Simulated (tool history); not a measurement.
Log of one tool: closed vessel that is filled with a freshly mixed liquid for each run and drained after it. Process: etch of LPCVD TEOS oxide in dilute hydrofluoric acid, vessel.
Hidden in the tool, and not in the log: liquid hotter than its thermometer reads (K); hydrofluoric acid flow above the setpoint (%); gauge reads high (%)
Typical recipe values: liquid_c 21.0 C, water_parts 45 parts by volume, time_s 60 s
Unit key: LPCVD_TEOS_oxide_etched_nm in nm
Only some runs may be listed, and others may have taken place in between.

| run | hour | liquid_c | water_parts | time_s | wafers since the last listed run | hours since the thermometer was replaced | hours since the hydrofluoric acid flow meter was replaced | hours since the gauge calibration | read-back film thickness of the LPCVD TEOS oxide reference wafer, read on the same gauge (nm) | LPCVD_TEOS_oxide_etched_nm |
|---|---|---|---|---|---|---|---|---|---|---|
| 1 | 0.0 | 21.0 | 30 | 60 | 0 | 1661.5 | 887.8 | 242.0 | 89.97 | 64.71 |
| 2 | 17.9 | 21.0 | 45 | 60 | 2269 | 1679.4 | 905.7 | 259.9 | 89.99 | 42.05 |
| 3 | 25.6 | 21.0 | 45 | 60 | 976 | 1687.1 | 913.4 | 267.6 | 90.00 | 41.95 |
| 4 | 34.8 | 21.0 | 55 | 60 | 1166 | 1696.3 | 922.6 | 276.8 | 90.00 | 33.73 |
| 5 | 46.6 | 21.0 | 55 | 60 | 1496 | 1708.1 | 934.4 | 288.6 | 90.01 | 34.28 |
| 6 | 60.7 | 21.0 | 45 | 60 | 1788 | 1722.2 | 948.5 | 302.7 | 90.01 | 42.58 |
| 7 | 92.4 | 21.0 | 45 | 35 | 4019 | 1753.9 | 980.2 | 334.4 | 90.00 | 24.79 |
| 8 | 108.9 | 21.0 | 45 | 35 | 2092 | 1770.4 | 996.7 | 350.9 | 90.01 | 24.85 |
| 9 | 118.0 | 21.0 | 45 | 60 | 1153 | 1779.5 | 1005.8 | 360.0 | 89.99 | 42.20 |
| 10 | 135.4 | 21.0 | 45 | 80 | 2206 | 1796.9 | 1023.2 | 377.4 | 89.99 | 56.57 |
| 11 | 145.4 | 17.0 | 65 | 70 | 1268 | 1806.9 | 1033.2 | 387.4 | 90.00 | 28.26 |
| 12 | 162.7 | 25.0 | 50 | 80 | 2193 | 1824.2 | 1050.5 | 404.7 | 90.01 | 60.31 |
| 13 | 178.9 | 21.0 | 55 | 30 | 2054 | 1840.4 | 1066.7 | 420.9 | 90.01 | 17.19 |
| 14 | 195.8 | 23.0 | 25 | 80 | 2143 | 1857.3 | 1083.6 | 437.8 | 90.00 | 115.19 |
|  | 207.8 | gauge calibrated |
| 15 | 208.9 | 21.0 | 60 | 60 | 1661 | 1870.4 | 1096.7 | 1.1 | 90.00 | 31.55 |
| 16 | 218.1 | 21.0 | 45 | 30 | 1166 | 1879.6 | 1105.9 | 10.3 | 90.00 | 21.53 |
| 17 | 226.3 | 21.0 | 40 | 60 | 1039 | 1887.8 | 1114.1 | 18.5 | 89.98 | 48.28 |
| 18 | 273.6 | 17.0 | 30 | 30 | 5998 | 1935.1 | 1161.4 | 65.8 | 90.02 | 27.32 |
| 19 | 279.7 | 25.5 | 55 | 60 | 773 | 1941.2 | 1167.5 | 71.9 | 89.97 | 41.36 |
|  | 294.0 | hydrofluoric acid flow meter replaced |
| 20 | 296.7 | 18.0 | 25 | 40 | 2029 | 1958.2 | 2.7 | 88.9 | 90.01 | 42.64 |
|  | 302.6 | thermometer replaced |
| 21 | 310.8 | 25.0 | 60 | 60 | 1661 | 8.2 | 16.8 | 103.0 | 90.01 | 34.51 |
| 22 | 317.5 | 17.0 | 45 | 60 | 849 | 14.9 | 23.5 | 109.7 | 90.00 | 33.44 |
| 23 | 334.5 | 24.5 | 55 | 90 | 2155 | 31.9 | 40.5 | 126.7 | 89.99 | 54.96 |
| 24 | 341.0 | 21.0 | 45 | 60 | 824 | 38.4 | 47.0 | 133.2 | 90.00 | 39.66 |
| 25 | 350.3 | 21.0 | 45 | 60 | 1179 | 47.7 | 56.3 | 142.5 | 90.01 | 39.62 |
| 26 | 362.8 | 22.5 | 30 | 80 | 1585 | 60.2 | 68.8 | 155.0 | 90.01 | 86.60 |
| 27 | 379.3 | 23.5 | 30 | 30 | 2092 | 76.7 | 85.3 | 171.5 | 89.99 | 33.79 |
| 28 | 393.1 | 18.0 | 45 | 60 | 1750 | 90.5 | 99.1 | 185.3 | 90.00 | 35.21 |
| 29 | 400.8 | 21.0 | 45 | 60 | 976 | 98.2 | 106.8 | 193.0 | 89.98 | 39.66 |
| 30 | 416.4 | 23.0 | 60 | 35 | 1978 | 113.8 | 122.4 | 208.6 | 89.99 | 18.52 |
| 31 | 427.4 | 25.5 | 45 | 60 | 1394 | 124.8 | 133.4 | 219.6 | 90.00 | 48.35 |
| 32 | 444.0 | 18.5 | 45 | 60 | 2105 | 141.4 | 150.0 | 236.2 | 89.99 | 36.08 |
| 33 | 454.5 | 25.0 | 45 | 60 | 1331 | 151.9 | 160.5 | 246.7 | 90.02 | 47.66 |
| 34 | 463.1 | 21.0 | 45 | 60 | 1090 | 160.5 | 169.1 | 255.3 | 90.00 | 40.16 |

Measured less the same run without the tool's hidden state. The same run-to-run variation is in both; the gauge's scatter may not be:
| run | LPCVD_TEOS_oxide_etched_nm |
|---|---|
| 1 | +4.62 |
| 2 | +3.11 |
| 3 | +3.12 |
| 4 | +2.56 |
| 5 | +2.62 |
| 6 | +3.26 |
| 7 | +1.96 |
| 8 | +1.99 |
| 9 | +3.41 |
| 10 | +4.63 |
| 11 | +2.36 |
| 12 | +5.09 |
| 13 | +1.47 |
| 14 | +9.69 |
| 15 | +2.78 |
| 16 | +1.88 |
| 17 | +4.21 |
| 18 | +2.43 |
| 19 | +3.84 |
| 20 | +0.56 |
| 21 | +0.52 |
| 22 | +0.51 |
| 23 | +0.92 |
| 24 | +0.68 |
| 25 | +0.71 |
| 26 | +1.59 |
| 27 | +0.67 |
| 28 | +0.74 |
| 29 | +0.85 |
| 30 | +0.43 |
| 31 | +1.15 |
| 32 | +0.89 |
| 33 | +1.24 |
| 34 | +1.06 |
